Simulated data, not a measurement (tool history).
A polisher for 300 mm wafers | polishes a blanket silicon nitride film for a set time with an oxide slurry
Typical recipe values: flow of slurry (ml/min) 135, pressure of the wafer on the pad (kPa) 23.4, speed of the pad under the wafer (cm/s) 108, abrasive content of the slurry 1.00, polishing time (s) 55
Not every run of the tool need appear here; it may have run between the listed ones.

run	hour	flow of slurry (ml/min)	pressure of the wafer on the pad (kPa)	speed of the pad under the wafer (cm/s)	abrasive content of the slurry	polishing time (s)	wafers since the last listed run	wafers polished on this pad	hours since the slurry nozzle was cleaned	hours since the head pressure was calibrated	hours since the slurry blender was calibrated	hours since the conditioning disc was replaced	incoming thickness of the incoming film, nm	film removed (Å)
1	0.0	135	23.4	108	1.00	55	0	1458	192.0	163.5	214.8	316.8	341.3	385
# hour 2.4: slurry blender recalibrated
# hour 20.1: conditioning disc replaced and pad reconditioned
# hour 22.1: worn pad replaced by a new one
2	61.8	135	23.4	108	1.00	55	441	313	253.8	225.3	59.4	41.7	336.0	390
3	93.6	135	23.4	108	1.00	55	251	565	285.6	257.1	91.2	73.5	340.4	388
4	151.9	135	23.4	108	1.00	55	460	1025	343.9	315.4	149.5	131.8	345.5	389
# hour 174.6: slurry blender recalibrated
# hour 193.0: worn pad replaced by a new one
5	213.9	135	23.4	108	1.00	55	442	165	405.9	377.4	39.3	193.8	339.1	382
6	243.3	135	23.4	108	1.00	55	232	397	435.3	406.8	68.7	223.2	341.3	378
# hour 297.7: head pressure recalibrated
7	298.2	135	23.4	108	1.00	59	417	815	490.2	0.5	123.6	278.1	339.0	410
# hour 350.2: slurry blender recalibrated
# hour 355.4: worn pad replaced by a new one
8	357.9	135	23.4	108	1.00	59	424	19	549.9	60.2	7.7	337.8	341.0	407
# hour 391.8: conditioning disc replaced and pad reconditioned
9	422.8	135	23.4	108	1.00	59	497	516	614.8	125.1	72.6	31.0	341.5	403
10	472.0	135	23.4	82	1.00	46	388	905	664.0	174.3	121.8	80.2	339.7	249
11	496.8	135	27.6	108	1.00	39	195	1101	688.8	199.1	146.6	105.0	345.6	306
# hour 509.6: slurry nozzle cleaned
# hour 523.9: worn pad replaced by a new one, of another model than before
# hour 555.6: slurry blender recalibrated
12	560.8	135	27.6	108	1.00	39	450	275	51.2	263.1	5.2	169.0	332.4	304
13	620.6	120	16.5	108	1.00	68	472	748	111.0	322.9	65.0	228.8	333.8	388
14	676.2	135	23.4	144	0.90	36	439	1187	166.6	378.5	120.6	284.4	337.9	309
# hour 684.7: worn pad replaced by a new one
# hour 725.0: head pressure recalibrated
# hour 729.9: conditioning disc replaced and pad reconditioned
# hour 733.4: slurry blender recalibrated
15	739.8	135	23.4	144	0.90	36	423	387	230.2	14.8	6.4	9.9	340.0	308
16	769.0	135	31.0	108	1.00	55	230	618	259.4	44.0	35.6	39.1	340.9	454
17	832.9	120	16.5	108	1.00	68	504	1123	323.3	107.9	99.5	103.0	338.5	380
# hour 874.9: worn pad replaced by a new one
18	880.0	135	19.3	108	1.00	73	340	40	370.4	155.0	146.6	150.1	334.7	452
# hour 901.6: slurry blender recalibrated
19	921.8	135	23.4	108	1.00	60	314	354	412.2	196.8	20.2	191.9	338.5	419

How the hidden state differs across the entries between the runs, from the last listed run before each to the first after it:
In the gap between runs 1 and 2: slurry blender recalibrated (hour 2.4); conditioning disc replaced and pad reconditioned (hour 20.1); worn pad replaced by a new one (hour 22.1)
  slurry flow missing at the pad, %: 2.72 -> 3.94
  what was measured, less what the result would be without the hidden state, film removed (Å): -2 -> -4
In the gap between runs 4 and 5: slurry blender recalibrated (hour 174.6); worn pad replaced by a new one (hour 193.0)
  slurry flow missing at the pad, %: 6.33 -> 8.39
  what was measured, less what the result would be without the hidden state, film removed (Å): -5 -> -7
In the gap between runs 6 and 7: head pressure recalibrated (hour 297.7)
  slurry flow missing at the pad, %: 9.48 -> 11.7
  what was measured, less what the result would be without the hidden state, film removed (Å): -9 -> -11
In the gap between runs 7 and 8: slurry blender recalibrated (hour 350.2); worn pad replaced by a new one (hour 355.4)
  slurry flow missing at the pad, %: 11.7 -> 14.5
  what was measured, less what the result would be without the hidden state, film removed (Å): -11 -> -15
In the gap between runs 8 and 9: conditioning disc replaced and pad reconditioned (hour 391.8)
  slurry flow missing at the pad, %: 14.5 -> 17.8
  what was measured, less what the result would be without the hidden state, film removed (Å): -15 -> -19
In the gap between runs 11 and 12: slurry nozzle cleaned (hour 509.6); worn pad replaced by a new one, of another model than before (hour 523.9); slurry blender recalibrated (hour 555.6)
  slurry flow missing at the pad, %: 22.1 -> 0.523
  what was measured, less what the result would be without the hidden state, film removed (Å): -20 -> -1
In the gap between runs 14 and 15: worn pad replaced by a new one (hour 684.7); head pressure recalibrated (hour 725.0); conditioning disc replaced and pad reconditioned (hour 729.9); slurry blender recalibrated (hour 733.4)
  slurry flow missing at the pad, %: 1.64 -> 2.75
  what was measured, less what the result would be without the hidden state, film removed (Å): -2 -> -3
In the gap between runs 17 and 18: worn pad replaced by a new one (hour 874.9)
  slurry flow missing at the pad, %: 5.04 -> 6.48
  what was measured, less what the result would be without the hidden state, film removed (Å): -7 -> -10
In the gap between runs 18 and 19: slurry blender recalibrated (hour 901.6)
  slurry flow missing at the pad, %: 6.48 -> 7.93
  what was measured, less what the result would be without the hidden state, film removed (Å): -10 -> -11
